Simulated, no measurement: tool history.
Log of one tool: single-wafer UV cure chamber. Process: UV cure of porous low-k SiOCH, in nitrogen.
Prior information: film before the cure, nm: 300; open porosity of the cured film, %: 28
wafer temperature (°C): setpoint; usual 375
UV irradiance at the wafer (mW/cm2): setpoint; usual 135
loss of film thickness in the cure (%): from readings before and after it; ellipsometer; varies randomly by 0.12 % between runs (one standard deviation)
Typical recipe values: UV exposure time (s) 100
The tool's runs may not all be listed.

run    hour  wafer temperature (°C)  UV exposure time (s)  UV irradiance at the wafer (mW/cm2)  loss of film thickness in the cure (%)
  1       0                     375                   100                                  135                                  11.896
  2    99.7                     375                   100                                  135                                  11.672
  3   146.3                     375                   100                                  159                                  12.476
  4   216.2                     375                   100                                  159                                  12.568
  5   318.7                     390                   100                                  135                                  11.811
  6   394.5                     390                   100                                  135                                  11.601
      446.6  -- quartz window cleaned
  7   490.2                     364                   100                                  135                                  10.582
  8   540.4                     375                   100                                  135                                  10.597
  9   596.3                     375                   100                                  135                                  10.866
 10   695.9                     375                   100                                  135                                  10.701
 11   959.2                     375                   100                                  135                                  10.269
      986.7  -- quartz window cleaned, repeated, since the last time left the tool worse
 12  1008.6                     375                   100                                  135                                  11.555
 13    1045                     375                   100                                  135                                  11.774
 14  1114.4                     375                   115                                  135                                  12.667
 15  1186.1                     375                   115                                  135                                  12.328
 16  1232.2                     375                   100                                  106                                  10.252
 17  1306.4                     375                   100                                  106                                  10.159
 18  1394.2                     368                    60                                  100                                   7.112
 19  1479.4                     375                    75                                  155                                  10.529
     1530.5  -- quartz window cleaned
 20  1571.7                     375                    55                                  135                                   8.747
     1676.8  -- UV bulbs replaced
 21  1677.3                     375                   100                                  135                                  11.815
 22  1903.7                     375                   135                                  102                                  11.768
 23  1980.1                     375                   100                                  167                                  12.621
     2026.5  -- quartz window cleaned
 24  2036.6                     359                    40                                  153                                    7.51
 25  2134.7                     375                    70                                  100                                   8.241
 26  2209.5                     375                   100                                  135                                  11.674
 27  2278.3                     375                   100                                  135                                   11.78
 28  2318.7                     384                    50                                  156                                   8.797
 29  2368.2                     381                    85                                  135                                  10.618
 30  2408.3                     375                   100                                  135                                  11.405
 31    2497                     365                    85                                  100                                   8.631
     2566.3  -- quartz window cleaned
 32  2566.8                     375                   130                                  106                                  11.773
 33  2780.9                     375                   100                                  135                                  11.602
 34  2820.7                     375                   100                                  159                                  12.584

Consider 4 possible next runs. They are alternatives, not a sequence: every one starts from the tool as it was left by run 34. What does each give?
  A  2821.1                     360                   100                                  135                                       ?
  B  2821.1                     382                    50                                  135                                       ?
  C  2821.1                     388                   140                                  123                                       ?
  D  2821.1                     390                   140                                   99                                       ?

run  loss of film thickness in the cure (%)
  A                                  11.206
  B                                   8.119
  C                                  13.136
  D                                  12.008
With no hidden state in the tool, these same runs would have given:
run  loss of film thickness in the cure (%)
  A                                  11.501
  B                                   8.394
  C                                  13.439
  D                                  12.306
